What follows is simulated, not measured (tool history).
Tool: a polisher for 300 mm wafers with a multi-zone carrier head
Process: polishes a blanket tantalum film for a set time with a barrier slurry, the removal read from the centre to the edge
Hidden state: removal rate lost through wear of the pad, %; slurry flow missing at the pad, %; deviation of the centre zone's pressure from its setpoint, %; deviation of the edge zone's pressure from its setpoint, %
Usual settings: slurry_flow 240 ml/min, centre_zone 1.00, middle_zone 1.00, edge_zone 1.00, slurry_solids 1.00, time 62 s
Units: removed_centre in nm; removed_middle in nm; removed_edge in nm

| run | hour | slurry_flow | centre_zone | middle_zone | edge_zone | slurry_solids | time | wafers since the last listed run | wafers polished on this pad | hours since the slurry nozzle was cleaned | hours since the centre zone pressure was calibrated | hours since the edge zone pressure was calibrated | hours since the carrier head's membrane was replaced | incoming thickness of the incoming film, nm | removed_centre | removed_middle | removed_edge |
|---|---|---|---|---|---|---|---|---|---|---|---|---|---|---|---|---|---|
| 1 | 0.0 | 240 | 1.00 | 1.00 | 1.00 | 1.00 | 62 | 0 | 2026 | 86.4 | 452.3 | 39.8 | 282.2 | 442.5 | 155.6 | 165.7 | 164.0 |
|  | 52.4 | worn pad replaced by a new one |
| 2 | 96.1 | 240 | 1.00 | 1.00 | 0.96 | 0.95 | 62 | 875 | 415 | 182.5 | 548.4 | 135.9 | 378.3 | 433.6 | 155.0 | 162.5 | 152.2 |
| 3 | 171.5 | 240 | 1.00 | 1.09 | 1.00 | 1.00 | 62 | 716 | 1132 | 257.9 | 623.8 | 211.3 | 453.7 | 442.8 | 152.1 | 176.8 | 162.6 |
| 4 | 241.0 | 240 | 1.00 | 1.09 | 1.00 | 1.00 | 62 | 660 | 1792 | 327.4 | 693.3 | 280.8 | 523.2 | 444.5 | 153.3 | 178.9 | 159.7 |
|  | 283.6 | centre zone pressure recalibrated |
| 5 | 284.4 | 240 | 1.00 | 1.00 | 1.00 | 1.20 | 62 | 393 | 2186 | 370.8 | 0.8 | 324.2 | 566.6 | 440.6 | 174.9 | 171.8 | 165.3 |
|  | 293.7 | worn pad replaced by a new one |
| 6 | 368.2 | 240 | 1.00 | 1.00 | 1.00 | 1.20 | 62 | 758 | 707 | 454.6 | 84.6 | 408.0 | 650.4 | 435.1 | 170.6 | 172.1 | 164.8 |
| 7 | 453.0 | 240 | 1.00 | 1.00 | 1.00 | 1.00 | 62 | 805 | 1513 | 539.4 | 169.4 | 492.8 | 735.2 | 441.5 | 165.5 | 164.4 | 156.7 |
| 8 | 521.7 | 240 | 1.00 | 1.00 | 1.00 | 1.00 | 62 | 652 | 2166 | 608.1 | 238.1 | 561.5 | 803.9 | 448.4 | 159.9 | 167.8 | 159.0 |
|  | 569.2 | worn pad replaced by a new one |
| 9 | 590.2 | 240 | 1.00 | 1.00 | 1.00 | 1.00 | 62 | 613 | 199 | 676.6 | 306.6 | 630.0 | 872.4 | 433.7 | 160.8 | 166.1 | 160.1 |
| 10 | 675.9 | 240 | 0.95 | 1.06 | 1.00 | 1.00 | 62 | 814 | 1014 | 762.3 | 392.3 | 715.7 | 958.1 | 446.1 | 147.1 | 170.1 | 161.2 |
|  | 710.7 | edge zone pressure recalibrated |
|  | 724.0 | slurry nozzle cleaned |
| 11 | 746.3 | 240 | 1.00 | 1.00 | 1.00 | 1.00 | 52 | 640 | 1654 | 22.3 | 462.7 | 35.6 | 1028.5 | 437.5 | 132.2 | 139.0 | 133.9 |
|  | 787.8 | worn pad replaced by a new one |
| 12 | 808.6 | 240 | 1.00 | 1.00 | 0.91 | 1.00 | 62 | 554 | 197 | 84.6 | 525.0 | 97.9 | 1090.8 | 438.7 | 155.0 | 165.6 | 154.0 |
| 13 | 850.6 | 240 | 1.00 | 1.00 | 1.00 | 0.90 | 70 | 399 | 596 | 126.6 | 567.0 | 139.9 | 1132.8 | 440.7 | 171.4 | 185.2 | 174.8 |
|  | 893.3 | carrier head's membrane replaced by a new one |
| 14 | 898.0 | 275 | 1.00 | 1.00 | 1.00 | 0.80 | 62 | 402 | 999 | 174.0 | 614.4 | 187.3 | 4.7 | 441.4 | 148.3 | 163.0 | 157.0 |
|  | 959.0 | centre zone pressure recalibrated |
| 15 | 980.8 | 240 | 1.00 | 1.00 | 1.00 | 1.00 | 62 | 767 | 1767 | 256.8 | 21.8 | 270.1 | 87.5 | 435.4 | 162.6 | 169.5 | 161.0 |
|  | 1067.9 | worn pad replaced by a new one |
| 16 | 1088.5 | 240 | 0.90 | 1.00 | 1.00 | 1.00 | 62 | 985 | 195 | 364.5 | 129.5 | 377.8 | 195.2 | 433.2 | 146.2 | 166.1 | 156.7 |
| 17 | 1171.8 | 240 | 1.00 | 1.00 | 1.00 | 1.00 | 62 | 791 | 987 | 447.8 | 212.8 | 461.1 | 278.5 | 438.6 | 161.8 | 164.8 | 160.0 |
| 18 | 1210.1 | 240 | 1.00 | 0.96 | 1.00 | 1.00 | 62 | 364 | 1351 | 486.1 | 251.1 | 499.4 | 316.8 | 439.1 | 160.6 | 163.2 | 154.6 |
| 19 | 1264.1 | 240 | 1.12 | 1.00 | 0.94 | 1.00 | 62 | 513 | 1864 | 540.1 | 305.1 | 553.4 | 370.8 | 432.0 | 178.5 | 167.0 | 155.0 |

Hidden state or all else? Some run-to-run changes of removed_centre, split into what the settings, what came in and random variation would give without the hidden state, and what is left for the hidden state (with any gauge scatter that isn't in both results):
Run 4 -> 5: middle_zone 1.09 -> 1.00, slurry_solids 1.00 -> 1.20, centre zone pressure recalibrated. removed_centre +21.6 nm: hidden state +12.5, all else +9.1.
Run 13 -> 14: slurry_flow 240 -> 275, slurry_solids 0.90 -> 0.80, time 70 -> 62, carrier head's membrane replaced by a new one. removed_centre -23.1 nm: hidden state +0.8, all else -23.9.
